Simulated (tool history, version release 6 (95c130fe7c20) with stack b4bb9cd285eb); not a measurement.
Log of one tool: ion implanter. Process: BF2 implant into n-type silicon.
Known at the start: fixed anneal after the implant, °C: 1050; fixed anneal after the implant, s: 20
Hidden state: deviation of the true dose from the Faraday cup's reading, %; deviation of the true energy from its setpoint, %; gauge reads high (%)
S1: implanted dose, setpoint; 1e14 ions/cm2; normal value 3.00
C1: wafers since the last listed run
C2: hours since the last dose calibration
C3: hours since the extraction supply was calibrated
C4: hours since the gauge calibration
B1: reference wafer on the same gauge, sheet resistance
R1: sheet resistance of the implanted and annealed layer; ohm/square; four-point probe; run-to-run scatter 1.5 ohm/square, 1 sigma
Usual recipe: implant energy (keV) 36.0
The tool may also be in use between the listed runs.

{"run": 1, "day": 0.0, "S1": 3.29, "implant energy (keV)": 36.0, "C1": 0, "C2": 969.0, "C3": 3490.7, "C4": 239.0, "B1": 327.55, "R1": 320.09}
{"run": 2, "day": 1.154, "S1": 3.29, "implant energy (keV)": 36.0, "C1": 395, "C2": 996.7, "C3": 3518.4, "C4": 266.7, "B1": 327.66, "R1": 320.58}
{"run": 3, "day": 4.079, "S1": 3.0, "implant energy (keV)": 36.0, "C1": 1003, "C2": 1066.9, "C3": 3588.6, "C4": 336.9, "B1": 328.11, "R1": 345.17}
{"run": 4, "day": 6.796, "S1": 3.0, "implant energy (keV)": 29.5, "C1": 931, "C2": 1132.1, "C3": 3653.8, "C4": 402.1, "B1": 327.29, "R1": 354.19}
{"day": 8.929, "done": "Faraday cup replaced and dose calibrated"}
{"run": 5, "day": 10.704, "S1": 3.0, "implant energy (keV)": 29.5, "C1": 1226, "C2": 42.6, "C3": 3747.6, "C4": 495.9, "B1": 328.53, "R1": 342.55}
{"day": 12.967, "done": "extraction supply calibrated"}
{"run": 6, "day": 13.4, "S1": 3.0, "implant energy (keV)": 29.5, "C1": 810, "C2": 107.3, "C3": 10.4, "C4": 560.6, "B1": 328.22, "R1": 338.72}
{"run": 7, "day": 14.617, "S1": 2.3, "implant energy (keV)": 36.0, "C1": 417, "C2": 136.5, "C3": 39.6, "C4": 589.8, "B1": 327.82, "R1": 418.76}
{"run": 8, "day": 16.512, "S1": 2.28, "implant energy (keV)": 36.0, "C1": 650, "C2": 182.0, "C3": 85.1, "C4": 635.3, "B1": 328.32, "R1": 420.18}
{"run": 9, "day": 17.9, "S1": 3.0, "implant energy (keV)": 36.0, "C1": 475, "C2": 215.3, "C3": 118.4, "C4": 668.6, "B1": 327.77, "R1": 336.33}
{"run": 10, "day": 19.458, "S1": 3.0, "implant energy (keV)": 36.0, "C1": 534, "C2": 252.7, "C3": 155.8, "C4": 706.0, "B1": 328.17, "R1": 335.24}
{"day": 20.775, "done": "gauge calibrated"}
{"run": 11, "day": 21.221, "S1": 2.77, "implant energy (keV)": 33.0, "C1": 604, "C2": 295.0, "C3": 198.1, "C4": 10.7, "B1": 327.43, "R1": 365.43}
{"run": 12, "day": 23.117, "S1": 3.4, "implant energy (keV)": 45.0, "C1": 650, "C2": 340.5, "C3": 243.6, "C4": 56.2, "B1": 328.74, "R1": 297.24}
{"run": 13, "day": 25.321, "S1": 3.47, "implant energy (keV)": 46.5, "C1": 755, "C2": 393.4, "C3": 296.5, "C4": 109.1, "B1": 328.19, "R1": 292.24}
{"run": 14, "day": 28.242, "S1": 3.0, "implant energy (keV)": 45.0, "C1": 1001, "C2": 463.5, "C3": 366.6, "C4": 179.2, "B1": 327.64, "R1": 330.75}
{"run": 15, "day": 29.392, "S1": 3.66, "implant energy (keV)": 23.5, "C1": 394, "C2": 491.1, "C3": 394.2, "C4": 206.8, "B1": 327.82, "R1": 296.68}

List, for all runs, the conditions of the tool that the log does not record:
deviation of the true energy from its setpoint, %: 0 across all the runs
gauge reads high (%): 0 across all the runs
H1: deviation of the true dose from the Faraday cup's reading, %
run=1 H1=-3.62
run=2 H1=-3.72
run=3 H1=-3.99
run=4 H1=-4.23
run=5 H1=0.151
run=6 H1=-0.0918
run=7 H1=-0.202
run=8 H1=-0.373
run=9 H1=-0.498
run=10 H1=-0.638
run=11 H1=-0.797
run=12 H1=-0.969
run=13 H1=-1.17
run=14 H1=-1.43
run=15 H1=-1.53
